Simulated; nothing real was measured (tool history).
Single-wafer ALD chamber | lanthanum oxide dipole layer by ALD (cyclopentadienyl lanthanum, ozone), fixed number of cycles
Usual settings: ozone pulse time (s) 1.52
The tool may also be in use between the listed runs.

run	hour	ozone pulse time (s)	read-back reference wafer on the same gauge, thickness_nm	mean film thickness on the monitor wafer (Å)
1	0.0	1.52	0.507	5.54
2	15.1	1.24	0.507	5.30
3	25.0	1.24	0.507	5.29
4	32.5	1.52	0.507	5.54
5	50.3	1.52	0.507	5.52
6	60.6	1.52	0.507	5.54
7	72.1	1.52	0.507	5.52
# hour 87.9: showerhead replaced
8	88.4	1.52	0.507	5.50
9	94.9	1.52	0.507	5.51
10	106.8	1.39	0.507	5.39
11	113.5	1.15	0.507	5.11
# hour 136.0: thermocouple changed; heater temperature recalibrated
12	136.5	1.15	0.507	5.08
13	147.5	1.30	0.507	5.27
14	159.4	1.82	0.507	5.66
15	171.1	1.85	0.507	5.68
16	178.0	1.52	0.507	5.45
17	191.3	1.23	0.507	5.15
18	207.2	1.52	0.507	5.45
19	223.6	1.52	0.507	5.42
20	231.1	1.25	0.507	5.15
21	245.0	1.52	0.507	5.42
# hour 252.2: gauge calibrated
22	262.1	1.90	0.507	5.68
23	276.5	1.15	0.507	4.97

Run 24 comes next. What will it give?
# hour 299.3: ozone generator serviced
24	299.8	1.94	?	?

{"run 24": {"read-back reference wafer on the same gauge, thickness_nm": 0.507, "mean film thickness on the monitor wafer (Å)": 5.97}}
Without the tool's hidden state the same run would have given mean film thickness on the monitor wafer (Å) 6.00.

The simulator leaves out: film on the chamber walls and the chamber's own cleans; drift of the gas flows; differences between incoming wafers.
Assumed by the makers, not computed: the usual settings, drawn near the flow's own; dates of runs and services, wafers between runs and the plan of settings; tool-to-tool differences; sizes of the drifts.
